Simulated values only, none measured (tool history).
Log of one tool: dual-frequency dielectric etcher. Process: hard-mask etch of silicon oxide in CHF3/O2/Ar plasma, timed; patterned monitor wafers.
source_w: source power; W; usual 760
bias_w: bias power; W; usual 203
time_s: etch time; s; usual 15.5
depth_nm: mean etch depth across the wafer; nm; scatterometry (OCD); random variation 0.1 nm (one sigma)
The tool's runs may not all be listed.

run   hour  source_w  bias_w  time_s  read-back reference wafer on the same gauge, depth_nm  depth_nm
  1    0.0       760     165    15.5                                                  30.89     35.39
      30.0  -- wet clean of the chamber
  2   30.5       760     203    16.5                                                  30.86     39.43
  3   57.3       760     203    16.5                                                  30.81     39.33
  4   87.2       760     229    15.5                                                  30.80     38.14
  5  119.9       760     229    15.5                                                  30.73     38.09
  6  155.1       760     229    15.5                                                  30.72     38.04
  7  190.4       760     203    15.5                                                  30.68     37.16
  8  214.5       760     203    15.5                                                  30.68     36.91
  9  244.6       760     189    15.5                                                  30.64     36.08
 10  296.4       760     189    15.5                                                  30.65     36.10
 11  327.3       760     189    15.5                                                  30.63     36.14
     360.8  -- wet clean of the chamber
 12  361.3       760     203    15.5                                                  30.64     36.94
 13  369.2       760     238    15.5                                                  30.65     38.49
 14  441.2       760     238    15.5                                                  30.61     38.48
 15  476.7       760     203    15.5                                                  30.62     36.83
 16  494.1       940     203    15.5                                                  30.57     38.80
 17  507.6       930     231    17.0                                                  30.59     43.92
 18  540.2       630     203    12.0                                                  30.58     27.27
 19  565.5       760     182    15.5                                                  30.56     35.73
     595.2  -- bias power generator calibrated
     601.8  -- upper electrode replaced
 20  602.3       760     240    12.0                                                  30.56     29.82
 21  603.0       940     203    15.5                                                  30.55     38.50
 22  625.6       760     231    15.5                                                  30.55     38.18
     637.6  -- gauge calibrated
 23  674.7       760     203    11.5                                                  30.95     27.60
     690.7  -- source power generator calibrated
 24  691.0       760     203    15.5                                                  30.91     37.14
     787.9  -- wet clean of the chamber
 25  788.4       920     251    17.0                                                  30.82     45.14
 26  797.4       870     203    15.5                                                  30.80     38.31
 27  814.3       760     203    15.5                                                  30.77     37.01
 28  843.9       940     184    17.0                                                  30.78     41.59
 29  945.5       760     244    19.0                                                  30.71     47.62

5 ways to go on from here, each from the tool as it stands after run 29. What would each give?
  A  945.9       760     203    15.5                                                      ?         ?
  B  945.9       760     227    19.0                                                      ?         ?
  C  945.9       950     235    12.5                                                      ?         ?
  D  945.9       680     180    19.0                                                      ?         ?
  E  945.9       760     230    19.0                                                      ?         ?

run  read-back reference wafer on the same gauge, depth_nm  depth_nm
  A                                                  30.67     36.82
  B                                                  30.67     46.50
  C                                                  30.67     32.66
  D                                                  30.67     42.63
  E                                                  30.67     46.66
Without the tool's hidden state the same runs would have given:
run  depth_nm
  A     37.20
  B     46.97
  C     32.99
  D     43.07
  E     47.14
